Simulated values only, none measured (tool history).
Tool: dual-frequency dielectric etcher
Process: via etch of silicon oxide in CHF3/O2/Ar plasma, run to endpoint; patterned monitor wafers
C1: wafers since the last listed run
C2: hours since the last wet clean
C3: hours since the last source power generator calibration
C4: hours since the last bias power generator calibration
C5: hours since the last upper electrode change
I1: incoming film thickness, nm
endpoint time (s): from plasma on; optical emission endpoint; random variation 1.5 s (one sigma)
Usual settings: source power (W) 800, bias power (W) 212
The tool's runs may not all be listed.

run 1 hour=0.0 | source_power_(W)=800 bias_power_(W)=183 | C1=0 C2=208.9 C3=2977.1 C4=4665.2 C5=4757.7 | I1=531.0 | endpoint_time_(s)=244.5
run 2 hour=13.8 | source_power_(W)=800 bias_power_(W)=212 | C1=47 C2=222.7 C3=2990.9 C4=4679.0 C5=4771.5 | I1=527.9 | endpoint_time_(s)=226.0
run 3 hour=20.6 | source_power_(W)=800 bias_power_(W)=212 | C1=23 C2=229.5 C3=2997.7 C4=4685.8 C5=4778.3 | I1=527.3 | endpoint_time_(s)=230.4
run 4 hour=35.7 | source_power_(W)=640 bias_power_(W)=212 | C1=52 C2=244.6 C3=3012.8 C4=4700.9 C5=4793.4 | I1=527.2 | endpoint_time_(s)=241.7
-- hour=60.6 upper electrode replaced
run 5 hour=61.1 | source_power_(W)=640 bias_power_(W)=212 | C1=4 C2=270.0 C3=3038.2 C4=4726.3 C5=0.5 | I1=533.4 | endpoint_time_(s)=246.9
run 6 hour=61.5 | source_power_(W)=890 bias_power_(W)=212 | C1=1 C2=270.4 C3=3038.6 C4=4726.7 C5=0.9 | I1=533.2 | endpoint_time_(s)=224.2
run 7 hour=61.9 | source_power_(W)=890 bias_power_(W)=212 | C1=1 C2=270.8 C3=3039.0 C4=4727.1 C5=1.3 | I1=529.9 | endpoint_time_(s)=219.2
run 8 hour=69.1 | source_power_(W)=890 bias_power_(W)=212 | C1=24 C2=278.0 C3=3046.2 C4=4734.3 C5=8.5 | I1=538.8 | endpoint_time_(s)=222.6
-- hour=80.8 source power generator calibrated
run 9 hour=81.3 | source_power_(W)=910 bias_power_(W)=173 | C1=28 C2=290.2 C3=0.5 C4=4746.5 C5=20.7 | I1=533.5 | endpoint_time_(s)=239.1
run 10 hour=89.7 | source_power_(W)=710 bias_power_(W)=212 | C1=29 C2=298.6 C3=8.9 C4=4754.9 C5=29.1 | I1=532.4 | endpoint_time_(s)=238.9
run 11 hour=105.9 | source_power_(W)=800 bias_power_(W)=212 | C1=56 C2=314.8 C3=25.1 C4=4771.1 C5=45.3 | I1=534.3 | endpoint_time_(s)=230.9
-- hour=136.3 wet clean of the chamber
run 12 hour=136.8 | source_power_(W)=800 bias_power_(W)=212 | C1=23 C2=0.5 C3=56.0 C4=4802.0 C5=76.2 | I1=533.6 | endpoint_time_(s)=230.2
run 13 hour=137.2 | source_power_(W)=800 bias_power_(W)=164 | C1=1 C2=0.9 C3=56.4 C4=4802.4 C5=76.6 | I1=526.4 | endpoint_time_(s)=254.6
-- hour=141.9 bias power generator calibrated
run 14 hour=142.4 | source_power_(W)=960 bias_power_(W)=212 | C1=4 C2=6.1 C3=61.6 C4=0.5 C5=81.8 | I1=533.7 | endpoint_time_(s)=217.1
run 15 hour=144.4 | source_power_(W)=970 bias_power_(W)=166 | C1=6 C2=8.1 C3=63.6 C4=2.5 C5=83.8 | I1=533.1 | endpoint_time_(s)=242.1
run 16 hour=151.9 | source_power_(W)=970 bias_power_(W)=163 | C1=25 C2=15.6 C3=71.1 C4=10.0 C5=91.3 | I1=532.3 | endpoint_time_(s)=237.8
run 17 hour=159.2 | source_power_(W)=970 bias_power_(W)=166 | C1=25 C2=22.9 C3=78.4 C4=17.3 C5=98.6 | I1=532.4 | endpoint_time_(s)=238.9
run 18 hour=171.2 | source_power_(W)=1000 bias_power_(W)=165 | C1=41 C2=34.9 C3=90.4 C4=29.3 C5=110.6 | I1=525.4 | endpoint_time_(s)=233.8
run 19 hour=179.6 | source_power_(W)=610 bias_power_(W)=188 | C1=29 C2=43.3 C3=98.8 C4=37.7 C5=119.0 | I1=531.2 | endpoint_time_(s)=263.9

How the hidden state differs across the entries between the runs, from the last listed run before each to the first after it:
Between runs 4 and 5: upper electrode replaced (hour 60.6)
  no hidden state differs between the two runs
Between runs 8 and 9: source power generator calibrated (hour 80.8)
  no hidden state differs between the two runs
Between runs 11 and 12: wet clean of the chamber (hour 136.3)
  no hidden state differs between the two runs
Between runs 13 and 14: bias power generator calibrated (hour 141.9)
  no hidden state differs between the two runs

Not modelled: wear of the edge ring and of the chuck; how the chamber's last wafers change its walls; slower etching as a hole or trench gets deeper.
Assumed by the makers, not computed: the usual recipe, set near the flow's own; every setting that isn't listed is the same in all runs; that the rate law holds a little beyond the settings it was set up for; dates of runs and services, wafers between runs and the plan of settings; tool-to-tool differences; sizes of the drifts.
